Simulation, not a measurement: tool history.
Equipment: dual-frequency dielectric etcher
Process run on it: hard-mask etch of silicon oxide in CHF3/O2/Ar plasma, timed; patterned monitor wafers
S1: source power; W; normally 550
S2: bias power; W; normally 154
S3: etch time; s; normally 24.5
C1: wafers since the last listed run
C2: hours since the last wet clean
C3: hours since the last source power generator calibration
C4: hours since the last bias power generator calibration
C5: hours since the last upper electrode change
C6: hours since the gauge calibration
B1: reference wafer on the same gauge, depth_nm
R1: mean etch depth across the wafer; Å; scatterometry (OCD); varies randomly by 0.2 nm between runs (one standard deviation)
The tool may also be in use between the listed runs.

| run | hour | S1 | S2 | S3 | C1 | C2 | C3 | C4 | C5 | C6 | B1 | R1 |
|---|---|---|---|---|---|---|---|---|---|---|---|---|
| 1 | 0.0 | 550 | 154 | 27.5 | 0 | 44.6 | 4667.1 | 3495.0 | 3233.5 | 494.3 | 51.19 | 509.3 |
| 2 | 20.0 | 550 | 154 | 29.0 | 332 | 64.6 | 4687.1 | 3515.0 | 3253.5 | 514.3 | 51.18 | 537.6 |
| 3 | 45.4 | 550 | 142 | 24.5 | 422 | 90.0 | 4712.5 | 3540.4 | 3278.9 | 539.7 | 51.19 | 443.5 |
| 4 | 80.7 | 550 | 142 | 24.5 | 587 | 125.3 | 4747.8 | 3575.7 | 3314.2 | 575.0 | 51.24 | 444.5 |
| 5 | 111.4 | 550 | 168 | 24.5 | 511 | 156.0 | 4778.5 | 3606.4 | 3344.9 | 605.7 | 51.19 | 464.9 |
| 6 | 130.1 | 550 | 168 | 24.5 | 311 | 174.7 | 4797.2 | 3625.1 | 3363.6 | 624.4 | 51.14 | 466.9 |
| 7 | 161.9 | 550 | 168 | 24.5 | 529 | 206.5 | 4829.0 | 3656.9 | 3395.4 | 656.2 | 51.21 | 462.2 |
| 8 | 194.3 | 550 | 154 | 24.5 | 539 | 238.9 | 4861.4 | 3689.3 | 3427.8 | 688.6 | 51.17 | 448.8 |
| 9 | 214.4 | 550 | 154 | 24.5 | 334 | 259.0 | 4881.5 | 3709.4 | 3447.9 | 708.7 | 51.12 | 448.2 |
| 10 | 231.9 | 600 | 154 | 24.5 | 291 | 276.5 | 4899.0 | 3726.9 | 3465.4 | 726.2 | 51.20 | 465.2 |
|  | 247.5 | source power generator calibrated |
|  | 268.0 | upper electrode replaced |
|  | 270.5 | wet clean of the chamber |
| 11 | 271.0 | 550 | 129 | 24.5 | 200 | 0.5 | 23.5 | 3766.0 | 3.0 | 765.3 | 51.21 | 434.2 |
| 12 | 280.7 | 500 | 172 | 18.0 | 161 | 10.2 | 33.2 | 3775.7 | 12.7 | 775.0 | 51.17 | 328.8 |
| 13 | 299.5 | 550 | 154 | 24.5 | 312 | 29.0 | 52.0 | 3794.5 | 31.5 | 793.8 | 51.12 | 457.9 |
| 14 | 330.6 | 660 | 139 | 21.5 | 517 | 60.1 | 83.1 | 3825.6 | 62.6 | 824.9 | 51.19 | 423.0 |
| 15 | 359.0 | 550 | 154 | 24.5 | 472 | 88.5 | 111.5 | 3854.0 | 91.0 | 853.3 | 51.23 | 454.8 |
| 16 | 380.4 | 550 | 154 | 24.5 | 356 | 109.9 | 132.9 | 3875.4 | 112.4 | 874.7 | 51.26 | 455.8 |
|  | 400.5 | gauge calibrated |
| 17 | 410.3 | 550 | 154 | 24.5 | 497 | 139.8 | 162.8 | 3905.3 | 142.3 | 9.8 | 51.19 | 452.3 |
| 18 | 445.1 | 450 | 125 | 29.5 | 579 | 174.6 | 197.6 | 3940.1 | 177.1 | 44.6 | 51.17 | 460.6 |
| 19 | 460.5 | 550 | 154 | 24.5 | 256 | 190.0 | 213.0 | 3955.5 | 192.5 | 60.0 | 51.20 | 448.2 |
| 20 | 491.4 | 470 | 127 | 24.5 | 514 | 220.9 | 243.9 | 3986.4 | 223.4 | 90.9 | 51.32 | 392.6 |
|  | 506.1 | bias power generator calibrated |
| 21 | 507.9 | 410 | 126 | 24.5 | 208 | 237.4 | 260.4 | 1.8 | 239.9 | 107.4 | 51.28 | 363.8 |
| 22 | 532.8 | 550 | 138 | 24.5 | 414 | 262.3 | 285.3 | 26.7 | 264.8 | 132.3 | 51.14 | 436.2 |
| 23 | 549.4 | 550 | 154 | 31.5 | 276 | 278.9 | 301.9 | 43.3 | 281.4 | 148.9 | 51.15 | 574.2 |
|  | 596.9 | wet clean of the chamber |
| 24 | 597.4 | 680 | 176 | 21.5 | 399 | 0.5 | 349.9 | 91.3 | 329.4 | 196.9 | 51.18 | 458.5 |
| 25 | 610.7 | 440 | 154 | 19.5 | 221 | 13.8 | 363.2 | 104.6 | 342.7 | 210.2 | 51.22 | 323.5 |
| 26 | 639.7 | 450 | 154 | 18.0 | 482 | 42.8 | 392.2 | 133.6 | 371.7 | 239.2 | 51.27 | 300.9 |
| 27 | 674.4 | 420 | 154 | 24.5 | 577 | 77.5 | 426.9 | 168.3 | 406.4 | 273.9 | 51.11 | 392.7 |
| 28 | 701.1 | 690 | 154 | 28.5 | 444 | 104.2 | 453.6 | 195.0 | 433.1 | 300.6 | 51.19 | 590.7 |
| 29 | 738.9 | 550 | 154 | 24.5 | 629 | 142.0 | 491.4 | 232.8 | 470.9 | 338.4 | 51.17 | 454.5 |

Take each entry between the runs: how does the hidden state at the last listed run before it differ from the hidden state at the first listed run after it?
Run 10 -> run 11: source power generator calibrated (hour 247.5); upper electrode replaced (hour 268.0); wet clean of the chamber (hour 270.5)
  etch rate over this chamber's usual, %: -1.84 -> -0.129
  measured minus no-state result, R1: -8.7 -> -0.6 Å
Run 16 -> run 17: gauge calibrated (hour 400.5)
  etch rate over this chamber's usual, %: -0.836 -> -1.03
  measured minus no-state result, R1: -3.8 -> -4.7 Å
Run 20 -> run 21: bias power generator calibrated (hour 506.1)
  etch rate over this chamber's usual, %: -1.55 -> -1.66
  measured minus no-state result, R1: -6.1 -> -6.1 Å
Run 23 -> run 24: wet clean of the chamber (hour 596.9)
  etch rate over this chamber's usual, %: -1.93 -> 0.0527
  measured minus no-state result, R1: -11.3 -> +0.2 Å

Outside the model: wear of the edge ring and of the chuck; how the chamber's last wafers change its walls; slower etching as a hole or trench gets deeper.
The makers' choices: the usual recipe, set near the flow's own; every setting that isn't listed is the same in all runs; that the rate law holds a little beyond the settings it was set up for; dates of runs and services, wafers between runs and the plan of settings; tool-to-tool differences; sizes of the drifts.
